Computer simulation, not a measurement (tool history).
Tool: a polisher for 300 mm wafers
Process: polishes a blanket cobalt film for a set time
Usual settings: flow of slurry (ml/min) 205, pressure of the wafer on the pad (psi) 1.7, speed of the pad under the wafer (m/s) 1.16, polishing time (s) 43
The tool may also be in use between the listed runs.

run   hour  flow of slurry (ml/min)  pressure of the wafer on the pad (psi)  speed of the pad under the wafer (m/s)  polishing time (s)  incoming thickness of the incoming film, nm  film removed (angstrom)
  1      0                      205                                     1.7                                    1.16                  43                                          618                     2093
  2   20.9                      205                                     1.7                                    1.16                  43                                        628.9                     2108
  3     50                      205                                     1.7                                    1.16                  43                                        616.3                     2064
      65.9  -- worn pad replaced by a new one
  4  132.8                      205                                     1.7                                    1.16                  43                                          616                     2082
  5  153.2                      205                                     1.7                                    1.16                  43                                        623.3                     2082
  6  172.7                      205                                     1.7                                    1.16                  43                                        624.7                     2085
  7  195.1                      205                                     1.3                                    1.16                  43                                        619.5                     1649
     233.3  -- worn pad replaced by a new one
  8  289.1                      205                                     1.3                                    1.16                  43                                        612.2                     1677
  9  315.9                      205                                     1.7                                    1.16                  43                                        613.4                     2114
 10  344.2                      205                                     1.7                                    1.16                  43                                        633.6                     2133
     387.1  -- worn pad replaced by a new one
 11  430.7                      205                                     1.7                                    1.16                  43                                        610.8                     2103
 12  456.7                      205                                     2.1                                    1.16                  43                                        620.7                     2543
     477.8  -- slurry nozzle cleaned
 13  481.7                      150                                     1.3                                     0.8                  56                                        608.3                     1819
 14  499.7                      205                                     1.7                                    1.16                  30                                          616                     1548
     530.9  -- head pressure recalibrated
     533.1  -- worn pad replaced by a new one
 15  533.6                      235                                     1.9                                    1.44                  43                                          616                     2565
 16  560.6                      205                                     2.2                                    1.34                  31                                        609.1                     2017
 17  595.7                      205                                     1.7                                    1.16                  43                                        619.2                     2032
 18  621.4                      185                                     2.2                                    0.92                  37                                          619                     1912
 19  645.2                      205                                     1.7                                    1.06                  55                                        628.5                     2451
 20  670.1                      205                                     1.7                                    1.16                  43                                          626                     2044
 21  689.5                      205                                     1.7                                    1.16                  43                                        625.8                     2054
     701.1  -- worn pad replaced by a new one
 22  715.5                      205                                     1.7                                     0.8                  29                                        621.8                     1114
 23  747.3                      205                                     2.1                                    1.34                  43                                        612.9                     2643

Forecast each of these 4 alternatives for the next run:
  A  747.7                      205                                     1.7                                    1.16                  43                                        614.6                        ?
  B  747.7                      140                                     1.7                                    1.16                  43                                        614.6                        ?
  C  747.7                      150                                     1.7                                    1.16                  43                                        614.6                        ?
  D  747.7                      185                                     1.4                                    1.32                  32                                        614.6                        ?

run  film removed (angstrom)
  A                     2051
  B                     1986
  C                     1998
  D                     1392
Without the tool's hidden state the same runs would have given:
run  film removed (angstrom)
  A                     2060
  B                     1998
  C                     2009
  D                     1398
